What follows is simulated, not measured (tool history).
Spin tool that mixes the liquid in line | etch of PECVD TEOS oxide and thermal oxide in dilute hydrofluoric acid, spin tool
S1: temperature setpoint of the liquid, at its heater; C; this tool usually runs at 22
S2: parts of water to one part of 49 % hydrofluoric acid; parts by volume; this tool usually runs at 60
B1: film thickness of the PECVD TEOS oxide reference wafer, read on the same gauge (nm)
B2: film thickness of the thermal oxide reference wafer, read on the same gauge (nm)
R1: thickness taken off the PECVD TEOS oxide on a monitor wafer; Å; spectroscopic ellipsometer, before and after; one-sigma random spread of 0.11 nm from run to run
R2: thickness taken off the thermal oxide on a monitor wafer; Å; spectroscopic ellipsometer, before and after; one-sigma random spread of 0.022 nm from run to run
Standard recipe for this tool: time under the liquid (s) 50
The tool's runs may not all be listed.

{"run": 1, "hour": 0.0, "S1": 23, "S2": 60, "time under the liquid (s)": 50, "B1": 80, "B2": 80.012, "R1": 156.8, "R2": 40.19}
{"run": 2, "hour": 31.5, "S1": 23, "S2": 60, "time under the liquid (s)": 50, "B1": 79.95, "B2": 80.014, "R1": 158, "R2": 40.15}
{"run": 3, "hour": 87.5, "S1": 23, "S2": 60, "time under the liquid (s)": 50, "B1": 79.98, "B2": 79.974, "R1": 155, "R2": 40.47}
{"hour": 175.9, "done": "hydrofluoric acid flow meter replaced"}
{"hour": 257.3, "done": "thermometer replaced"}
{"run": 4, "hour": 283.5, "S1": 19, "S2": 60, "time under the liquid (s)": 50, "B1": 79.95, "B2": 79.993, "R1": 127.1, "R2": 32.92}
{"run": 5, "hour": 330.7, "S1": 22, "S2": 60, "time under the liquid (s)": 65, "B1": 80.03, "B2": 80.006, "R1": 187.9, "R2": 48.18}
{"run": 6, "hour": 378.6, "S1": 20, "S2": 60, "time under the liquid (s)": 30, "B1": 79.93, "B2": 79.977, "R1": 79.4, "R2": 20.43}
{"run": 7, "hour": 552.5, "S1": 19, "S2": 70, "time under the liquid (s)": 50, "B1": 79.96, "B2": 79.99, "R1": 108.7, "R2": 28.02}
{"run": 8, "hour": 594.3, "S1": 25, "S2": 85, "time under the liquid (s)": 70, "B1": 79.96, "B2": 79.998, "R1": 159.6, "R2": 41.27}
{"run": 9, "hour": 657.8, "S1": 19.5, "S2": 80, "time under the liquid (s)": 70, "B1": 79.99, "B2": 79.999, "R1": 136.2, "R2": 35.25}
{"run": 10, "hour": 690.2, "S1": 22, "S2": 60, "time under the liquid (s)": 50, "B1": 79.99, "B2": 80.006, "R1": 147.3, "R2": 37.78}
{"run": 11, "hour": 760.4, "S1": 22, "S2": 60, "time under the liquid (s)": 50, "B1": 80.01, "B2": 79.981, "R1": 147.1, "R2": 37.81}
{"run": 12, "hour": 825.6, "S1": 26, "S2": 60, "time under the liquid (s)": 30, "B1": 80.03, "B2": 80, "R1": 105.9, "R2": 26.75}
{"run": 13, "hour": 851.3, "S1": 26, "S2": 60, "time under the liquid (s)": 35, "B1": 79.96, "B2": 80.016, "R1": 122.4, "R2": 31.55}
{"hour": 861.9, "done": "gauge calibrated"}
{"run": 14, "hour": 904.7, "S1": 22, "S2": 60, "time under the liquid (s)": 35, "B1": 80.04, "B2": 80, "R1": 104.6, "R2": 26.69}
{"run": 15, "hour": 976.2, "S1": 22, "S2": 60, "time under the liquid (s)": 50, "B1": 80, "B2": 79.998, "R1": 150, "R2": 38.55}
{"run": 16, "hour": 1044.9, "S1": 25.5, "S2": 60, "time under the liquid (s)": 50, "B1": 79.98, "B2": 79.999, "R1": 173.9, "R2": 44.98}
{"run": 17, "hour": 1112.7, "S1": 19.5, "S2": 50, "time under the liquid (s)": 80, "B1": 80.02, "B2": 80.008, "R1": 263.7, "R2": 67.87}
{"run": 18, "hour": 1141.7, "S1": 23.5, "S2": 50, "time under the liquid (s)": 50, "B1": 80, "B2": 80.03, "R1": 194.3, "R2": 50.49}
{"hour": 1150.4, "done": "hydrofluoric acid flow meter replaced"}
{"run": 19, "hour": 1195.8, "S1": 22, "S2": 60, "time under the liquid (s)": 50, "B1": 80.03, "B2": 80.004, "R1": 142.9, "R2": 36.73}
{"run": 20, "hour": 1230.2, "S1": 20.5, "S2": 60, "time under the liquid (s)": 50, "B1": 80.02, "B2": 79.99, "R1": 134.3, "R2": 34.54}
{"run": 21, "hour": 1279.9, "S1": 22, "S2": 45, "time under the liquid (s)": 50, "B1": 80, "B2": 79.962, "R1": 196.6, "R2": 49.75}

Expected results for the next run?
{"run": 22, "hour": 1348.5, "S1": 26.5, "S2": 80, "time under the liquid (s)": 50, "B1": "?", "B2": "?", "R1": "?", "R2": "?"}

{"run 22": {"B1": 80, "B2": 80.002, "R1": 127.2, "R2": 32.69}}
Without the tool's hidden state the same run would have given R1 125.4 Å, R2 32.23 Å.
